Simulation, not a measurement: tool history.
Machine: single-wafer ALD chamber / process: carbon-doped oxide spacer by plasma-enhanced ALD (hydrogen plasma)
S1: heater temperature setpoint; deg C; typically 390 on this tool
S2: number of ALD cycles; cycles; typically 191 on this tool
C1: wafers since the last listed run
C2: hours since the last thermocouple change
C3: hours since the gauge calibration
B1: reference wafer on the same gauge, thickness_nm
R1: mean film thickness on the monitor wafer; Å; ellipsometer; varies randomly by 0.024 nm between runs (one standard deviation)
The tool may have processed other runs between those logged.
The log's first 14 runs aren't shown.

{"run": 15, "hour": 312.2, "S1": 390, "S2": 191, "C1": 37, "C2": 14.9, "C3": 775.5, "B1": 7.635, "R1": 94.55}
{"run": 16, "hour": 337.5, "S1": 390, "S2": 191, "C1": 66, "C2": 40.2, "C3": 800.8, "B1": 7.622, "R1": 94.4}
{"hour": 352.5, "done": "gauge calibrated"}
{"run": 17, "hour": 366.6, "S1": 384, "S2": 191, "C1": 76, "C2": 69.3, "C3": 14.1, "B1": 7.696, "R1": 95.62}
{"run": 18, "hour": 394.1, "S1": 384, "S2": 191, "C1": 72, "C2": 96.8, "C3": 41.6, "B1": 7.698, "R1": 95.51}
{"run": 19, "hour": 410.6, "S1": 395, "S2": 202, "C1": 43, "C2": 113.3, "C3": 58.1, "B1": 7.7, "R1": 100.8}
{"run": 20, "hour": 441.6, "S1": 381, "S2": 202, "C1": 81, "C2": 144.3, "C3": 89.1, "B1": 7.699, "R1": 100.36}
{"run": 21, "hour": 466.6, "S1": 390, "S2": 191, "C1": 65, "C2": 169.3, "C3": 114.1, "B1": 7.702, "R1": 95.21}
{"run": 22, "hour": 486.3, "S1": 398, "S2": 229, "C1": 51, "C2": 189.0, "C3": 133.8, "B1": 7.7, "R1": 114.5}
{"run": 23, "hour": 512.5, "S1": 390, "S2": 191, "C1": 68, "C2": 215.2, "C3": 160.0, "B1": 7.698, "R1": 94.93}
{"run": 24, "hour": 543.8, "S1": 383, "S2": 161, "C1": 82, "C2": 246.5, "C3": 191.3, "B1": 7.701, "R1": 80.29}
{"run": 25, "hour": 562.8, "S1": 390, "S2": 206, "C1": 49, "C2": 265.5, "C3": 210.3, "B1": 7.692, "R1": 102.6}
{"run": 26, "hour": 578.4, "S1": 390, "S2": 191, "C1": 40, "C2": 281.1, "C3": 225.9, "B1": 7.702, "R1": 95.06}
{"run": 27, "hour": 593.6, "S1": 382, "S2": 191, "C1": 39, "C2": 296.3, "C3": 241.1, "B1": 7.692, "R1": 95.26}
{"run": 28, "hour": 623.0, "S1": 390, "S2": 191, "C1": 77, "C2": 325.7, "C3": 270.5, "B1": 7.692, "R1": 95.24}
{"run": 29, "hour": 655.6, "S1": 390, "S2": 191, "C1": 85, "C2": 358.3, "C3": 303.1, "B1": 7.679, "R1": 95.34}
{"run": 30, "hour": 679.9, "S1": 390, "S2": 164, "C1": 63, "C2": 382.6, "C3": 327.4, "B1": 7.685, "R1": 81.4}
{"run": 31, "hour": 702.6, "S1": 390, "S2": 203, "C1": 59, "C2": 405.3, "C3": 350.1, "B1": 7.689, "R1": 100.68}
{"run": 32, "hour": 730.0, "S1": 390, "S2": 191, "C1": 71, "C2": 432.7, "C3": 377.5, "B1": 7.679, "R1": 94.93}
{"run": 33, "hour": 744.6, "S1": 403, "S2": 191, "C1": 38, "C2": 447.3, "C3": 392.1, "B1": 7.68, "R1": 93.87}
{"run": 34, "hour": 759.8, "S1": 397, "S2": 203, "C1": 39, "C2": 462.5, "C3": 407.3, "B1": 7.672, "R1": 100.84}
{"run": 35, "hour": 790.2, "S1": 390, "S2": 211, "C1": 79, "C2": 492.9, "C3": 437.7, "B1": 7.668, "R1": 104.91}
{"run": 36, "hour": 817.8, "S1": 390, "S2": 191, "C1": 72, "C2": 520.5, "C3": 465.3, "B1": 7.672, "R1": 94.77}

What if the next run were any one of these 3? Each begins from the tool's condition after run 36:
{"run": "A", "hour": 818.5, "S1": 390, "S2": 191, "C1": 1, "C2": 521.2, "C3": 466.0, "B1": "?", "R1": "?"}
{"run": "B", "hour": 818.5, "S1": 386, "S2": 209, "C1": 1, "C2": 521.2, "C3": 466.0, "B1": "?", "R1": "?"}
{"run": "C", "hour": 818.5, "S1": 405, "S2": 218, "C1": 1, "C2": 521.2, "C3": 466.0, "B1": "?", "R1": "?"}

run=A B1=7.674 R1=95.07
run=B B1=7.674 R1=104.02
run=C B1=7.674 R1=106.19
Take away the tool's hidden state, keep each run's random variation, and the runs would have read:
run=A R1=95.60
run=B R1=104.61
run=C R1=106.79

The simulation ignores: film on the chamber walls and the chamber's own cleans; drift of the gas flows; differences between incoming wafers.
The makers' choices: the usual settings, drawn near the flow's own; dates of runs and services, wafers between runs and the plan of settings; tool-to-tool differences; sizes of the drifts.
